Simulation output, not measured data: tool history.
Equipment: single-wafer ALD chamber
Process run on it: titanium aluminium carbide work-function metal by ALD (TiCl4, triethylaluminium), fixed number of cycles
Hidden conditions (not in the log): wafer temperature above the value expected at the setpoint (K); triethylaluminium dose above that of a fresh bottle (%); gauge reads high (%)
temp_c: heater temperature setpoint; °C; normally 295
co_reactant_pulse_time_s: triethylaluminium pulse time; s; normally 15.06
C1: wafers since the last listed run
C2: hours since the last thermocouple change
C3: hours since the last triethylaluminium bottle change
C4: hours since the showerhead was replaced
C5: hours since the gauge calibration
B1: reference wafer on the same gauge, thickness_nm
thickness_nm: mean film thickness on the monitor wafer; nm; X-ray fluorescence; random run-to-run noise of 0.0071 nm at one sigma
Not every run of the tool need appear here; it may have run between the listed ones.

run 1 hour=0.0 | temp_c=295 co_reactant_pulse_time_s=15.06 | C1=0 C2=714.3 C3=23.9 C4=6026.4 C5=545.5 | B1=1.889 | thickness_nm=1.864
run 2 hour=51.0 | temp_c=295 co_reactant_pulse_time_s=15.06 | C1=410 C2=765.3 C3=74.9 C4=6077.4 C5=596.5 | B1=1.887 | thickness_nm=1.866
run 3 hour=158.0 | temp_c=287 co_reactant_pulse_time_s=15.06 | C1=860 C2=872.3 C3=181.9 C4=6184.4 C5=703.5 | B1=1.889 | thickness_nm=1.801
run 4 hour=250.9 | temp_c=287 co_reactant_pulse_time_s=15.06 | C1=747 C2=965.2 C3=274.8 C4=6277.3 C5=796.4 | B1=1.892 | thickness_nm=1.793
run 5 hour=322.9 | temp_c=287 co_reactant_pulse_time_s=15.06 | C1=579 C2=1037.2 C3=346.8 C4=6349.3 C5=868.4 | B1=1.886 | thickness_nm=1.806
run 6 hour=388.6 | temp_c=295 co_reactant_pulse_time_s=12.22 | C1=528 C2=1102.9 C3=412.5 C4=6415.0 C5=934.1 | B1=1.892 | thickness_nm=1.825
run 7 hour=428.2 | temp_c=295 co_reactant_pulse_time_s=11.86 | C1=318 C2=1142.5 C3=452.1 C4=6454.6 C5=973.7 | B1=1.886 | thickness_nm=1.800
-- hour=468.7 showerhead replaced
run 8 hour=510.0 | temp_c=295 co_reactant_pulse_time_s=11.86 | C1=593 C2=1224.3 C3=533.9 C4=41.3 C5=1055.5 | B1=1.888 | thickness_nm=1.816
run 9 hour=558.4 | temp_c=295 co_reactant_pulse_time_s=15.06 | C1=389 C2=1272.7 C3=582.3 C4=89.7 C5=1103.9 | B1=1.890 | thickness_nm=1.890
-- hour=621.2 thermocouple changed; heater temperature recalibrated
run 10 hour=650.6 | temp_c=295 co_reactant_pulse_time_s=19.32 | C1=677 C2=29.4 C3=674.5 C4=181.9 C5=1196.1 | B1=1.888 | thickness_nm=1.857
run 11 hour=698.8 | temp_c=288 co_reactant_pulse_time_s=15.06 | C1=387 C2=77.6 C3=722.7 C4=230.1 C5=1244.3 | B1=1.890 | thickness_nm=1.766
run 12 hour=776.2 | temp_c=282 co_reactant_pulse_time_s=17.95 | C1=622 C2=155.0 C3=800.1 C4=307.5 C5=1321.7 | B1=1.894 | thickness_nm=1.731
-- hour=872.0 gauge calibrated
run 13 hour=880.2 | temp_c=306 co_reactant_pulse_time_s=10.97 | C1=836 C2=259.0 C3=904.1 C4=411.5 C5=8.2 | B1=1.893 | thickness_nm=1.769
run 14 hour=961.0 | temp_c=291 co_reactant_pulse_time_s=11.86 | C1=650 C2=339.8 C3=984.9 C4=492.3 C5=89.0 | B1=1.890 | thickness_nm=1.693
run 15 hour=1058.5 | temp_c=295 co_reactant_pulse_time_s=15.06 | C1=784 C2=437.3 C3=1082.4 C4=589.8 C5=186.5 | B1=1.891 | thickness_nm=1.825
-- hour=1094.2 triethylaluminium bottle replaced
run 16 hour=1133.8 | temp_c=295 co_reactant_pulse_time_s=12.22 | C1=541 C2=512.6 C3=39.6 C4=665.1 C5=261.8 | B1=1.891 | thickness_nm=1.811
run 17 hour=1197.6 | temp_c=286 co_reactant_pulse_time_s=15.06 | C1=513 C2=576.4 C3=103.4 C4=728.9 C5=325.6 | B1=1.890 | thickness_nm=1.769
run 18 hour=1240.6 | temp_c=290 co_reactant_pulse_time_s=17.10 | C1=345 C2=619.4 C3=146.4 C4=771.9 C5=368.6 | B1=1.890 | thickness_nm=1.827
run 19 hour=1308.2 | temp_c=303 co_reactant_pulse_time_s=18.62 | C1=543 C2=687.0 C3=214.0 C4=839.5 C5=436.2 | B1=1.889 | thickness_nm=1.956
run 20 hour=1379.7 | temp_c=295 co_reactant_pulse_time_s=11.63 | C1=575 C2=758.5 C3=285.5 C4=911.0 C5=507.7 | B1=1.889 | thickness_nm=1.798
run 21 hour=1483.4 | temp_c=295 co_reactant_pulse_time_s=9.32 | C1=834 C2=862.2 C3=389.2 C4=1014.7 C5=611.4 | B1=1.889 | thickness_nm=1.560

What if the next run were any one of these 5? Each begins from the tool's condition after run 21:
run A hour=1483.8 | temp_c=295 co_reactant_pulse_time_s=15.06 | C1=3 C2=862.6 C3=389.6 C4=1015.1 C5=611.8 | B1=? | thickness_nm=?
run B hour=1483.8 | temp_c=283 co_reactant_pulse_time_s=9.07 | C1=3 C2=862.6 C3=389.6 C4=1015.1 C5=611.8 | B1=? | thickness_nm=?
run C hour=1483.8 | temp_c=299 co_reactant_pulse_time_s=11.14 | C1=3 C2=862.6 C3=389.6 C4=1015.1 C5=611.8 | B1=? | thickness_nm=?
run D hour=1483.8 | temp_c=308 co_reactant_pulse_time_s=15.06 | C1=3 C2=862.6 C3=389.6 C4=1015.1 C5=611.8 | B1=? | thickness_nm=?
run E hour=1483.8 | temp_c=282 co_reactant_pulse_time_s=16.62 | C1=3 C2=862.6 C3=389.6 C4=1015.1 C5=611.8 | B1=? | thickness_nm=?

run=A B1=1.891 thickness_nm=1.881
run=B B1=1.891 thickness_nm=1.433
run=C B1=1.891 thickness_nm=1.816
run=D B1=1.891 thickness_nm=2.004
run=E B1=1.891 thickness_nm=1.766
With no hidden state in the tool, these same runs would have given:
run=A thickness_nm=1.866
run=B thickness_nm=1.435
run=C thickness_nm=1.808
run=D thickness_nm=1.989
run=E thickness_nm=1.750

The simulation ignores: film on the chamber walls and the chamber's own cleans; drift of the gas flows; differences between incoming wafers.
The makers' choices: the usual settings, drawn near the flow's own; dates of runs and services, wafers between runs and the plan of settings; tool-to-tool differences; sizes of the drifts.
